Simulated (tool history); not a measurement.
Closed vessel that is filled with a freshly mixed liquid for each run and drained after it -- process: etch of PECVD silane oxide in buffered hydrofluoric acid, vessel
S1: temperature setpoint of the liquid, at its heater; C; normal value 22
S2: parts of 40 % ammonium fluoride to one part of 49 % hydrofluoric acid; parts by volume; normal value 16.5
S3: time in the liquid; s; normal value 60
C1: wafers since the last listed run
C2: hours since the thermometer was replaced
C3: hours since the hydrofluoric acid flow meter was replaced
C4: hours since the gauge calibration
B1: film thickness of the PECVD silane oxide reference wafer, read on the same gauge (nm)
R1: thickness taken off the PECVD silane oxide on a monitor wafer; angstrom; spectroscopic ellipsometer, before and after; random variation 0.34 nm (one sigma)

Run 1, hour 0: usual settings; C1 0; C2 1487.7; C3 1384; C4 1552.2; B1 40.02. Result: R1 756.4 angstrom.
Run 2, hour 33.7: usual settings; C1 2179; C2 1521.4; C3 1417.7; C4 1585.9; B1 39.99. Result: R1 757.1 angstrom.
At hour 57.2: hydrofluoric acid flow meter replaced.
Run 3, hour 64.8: usual settings; C1 1946; C2 1552.5; C3 7.6; C4 1617; B1 40.01. Result: R1 723.8 angstrom.
Run 4, hour 121.1: usual settings but S3 70 s; C1 3640; C2 1608.8; C3 63.9; C4 1673.3; B1 39.98. Result: R1 840.7 angstrom.
Run 5, hour 172.5: usual settings but S3 70 s; C1 3323; C2 1660.2; C3 115.3; C4 1724.7; B1 40.02. Result: R1 841 angstrom.
Run 6, hour 204.4: usual settings but S3 70 s; C1 2062; C2 1692.1; C3 147.2; C4 1756.6; B1 40.02. Result: R1 847 angstrom.
Run 7, hour 261.7: usual settings but S3 40 s; C1 3705; C2 1749.4; C3 204.5; C4 1813.9; B1 40.03. Result: R1 481.2 angstrom.
Run 8, hour 330.9: usual settings but S1 17.5 C, S2 12 parts by volume, S3 90 s; C1 4474; C2 1818.6; C3 273.7; C4 1883.1; B1 39.97. Result: R1 1145.4 angstrom.
Run 9, hour 369: usual settings but S1 26 C, S3 70 s; C1 2463; C2 1856.7; C3 311.8; C4 1921.2; B1 40.01. Result: R1 1033.3 angstrom.
Run 10, hour 546: usual settings but S2 10.5 parts by volume, S3 90 s; C1 11444; C2 2033.7; C3 488.8; C4 2098.2; B1 39.99. Result: R1 1666.1 angstrom.
Run 11, hour 601: usual settings but S1 18 C, S2 12.5 parts by volume, S3 85 s; C1 3556; C2 2088.7; C3 543.8; C4 2153.2; B1 39.99. Result: R1 1057 angstrom.
At hour 607.5: hydrofluoric acid flow meter replaced, repeated, since the last time left the tool worse.
Run 12, hour 635.7: usual settings but S2 20.5 parts by volume; C1 2179; C2 2123.4; C3 28.2; C4 2187.9; B1 39.99. Result: R1 647.3 angstrom.
At hour 638.6: gauge calibrated.
Run 13, hour 703: usual settings but S1 19.5 C, S2 11 parts by volume, S3 50 s; C1 4351; C2 2190.7; C3 95.5; C4 64.4; B1 40.01. Result: R1 861.7 angstrom.
Run 14, hour 905.7: usual settings but S3 75 s; C1 13106; C2 2393.4; C3 298.2; C4 267.1; B1 39.93. Result: R1 985.5 angstrom.
Run 15, hour 950.6: usual settings but S1 27 C, S2 22.5 parts by volume, S3 75 s; C1 2903; C2 2438.3; C3 343.1; C4 312; B1 40. Result: R1 996.7 angstrom.
Run 16, hour 1010.3: usual settings but S2 10.5 parts by volume; C1 3860; C2 2498; C3 402.8; C4 371.7; B1 39.96. Result: R1 1217.5 angstrom.
Run 17, hour 1074.6: usual settings but S1 19 C; C1 4157; C2 2562.3; C3 467.1; C4 436; B1 40. Result: R1 663.3 angstrom.
Run 18, hour 1126: usual settings but S1 18 C, S2 10.5 parts by volume; C1 3323; C2 2613.7; C3 518.5; C4 487.4; B1 40.02. Result: R1 969.1 angstrom.
Run 19, hour 1167.2: usual settings; C1 2664; C2 2654.9; C3 559.7; C4 528.6; B1 40.05. Result: R1 780 angstrom.
At hour 1170.7: thermometer replaced.
Run 20, hour 1197.6: usual settings but S1 23.5 C, S2 14.5 parts by volume, S3 40 s; C1 1901; C2 26.9; C3 590.1; C4 559; B1 40. Result: R1 641.5 angstrom.
Run 21, hour 1266.4: usual settings but S1 26.5 C, S3 80 s; C1 4448; C2 95.7; C3 658.9; C4 627.8; B1 39.98. Result: R1 1323 angstrom.
Run 22, hour 1323.5: usual settings but S2 20.5 parts by volume, S3 85 s; C1 3692; C2 152.8; C3 716; C4 684.9; B1 40. Result: R1 898.4 angstrom.
Run 23, hour 1374.3: usual settings but S3 30 s; C1 3284; C2 203.6; C3 766.8; C4 735.7; B1 39.97. Result: R1 386.8 angstrom.
Run 24, hour 1432.7: usual settings but S1 20.5 C; C1 3776; C2 262; C3 825.2; C4 794.1; B1 40.01. Result: R1 707.9 angstrom.
Run 25, hour 1495.7: usual settings but S2 18.5 parts by volume, S3 40 s; C1 4073; C2 325; C3 888.2; C4 857.1; B1 39.98. Result: R1 462 angstrom.
Run 26, hour 1562.7: usual settings; C1 4332; C2 392; C3 955.2; C4 924.1; B1 39.93. Result: R1 770.2 angstrom.
Run 27, hour 1607.5: usual settings but S2 11.5 parts by volume; C1 2896; C2 436.8; C3 1000; C4 968.9; B1 40.01. Result: R1 1104 angstrom.
Run 28, hour 1774.9: usual settings but S2 22.5 parts by volume, S3 90 s; C1 10824; C2 604.2; C3 1167.4; C4 1136.3; B1 39.98. Result: R1 882.1 angstrom.
Run 29, hour 1814.8: usual settings but S1 17.5 C; C1 2579; C2 644.1; C3 1207.3; C4 1176.2; B1 40. Result: R1 594.6 angstrom.
Run 30, hour 1841.1: usual settings but S1 24.5 C, S2 23 parts by volume, S3 30 s; C1 1700; C2 670.4; C3 1233.6; C4 1202.5; B1 40.01. Result: R1 333.8 angstrom.
Run 31, hour 1903.1: usual settings; C1 4008; C2 732.4; C3 1295.6; C4 1264.5; B1 40.06. Result: R1 764.1 angstrom.
At hour 1932.8: hydrofluoric acid flow meter replaced.
Run 32, hour 1952.2: usual settings but S1 20 C, S2 13 parts by volume, S3 95 s; C1 3110; C2 781.5; C3 19.4; C4 1313.6; B1 39.99. Result: R1 1423.7 angstrom.

Predict each of these 4 candidate next runs independently; none follows another, all start after run 32:
Run A, hour 1952.9: usual settings but S1 24 C; C1 45; C2 782.2; C3 20.1; C4 1314.3; B1 ?. Result: R1 ?.
Run B, hour 1952.9: usual settings but S1 26 C; C1 45; C2 782.2; C3 20.1; C4 1314.3; B1 ?. Result: R1 ?.
Run C, hour 1952.9: usual settings but S1 25.5 C, S2 14 parts by volume; C1 45; C2 782.2; C3 20.1; C4 1314.3; B1 ?. Result: R1 ?.
Run D, hour 1952.9: usual settings but S1 18.5 C, S2 11.5 parts by volume, S3 80 s; C1 45; C2 782.2; C3 20.1; C4 1314.3; B1 ?. Result: R1 ?.

run     B1      R1
  A  40.01   883.6
  B  40.01     985
  C  40.01  1126.6
  D  40.01  1236.6
Stripped of hidden state, with their random variation kept, the same runs would have yielded:
run      R1
  A   884.2
  B   985.7
  C  1127.4
  D  1237.5
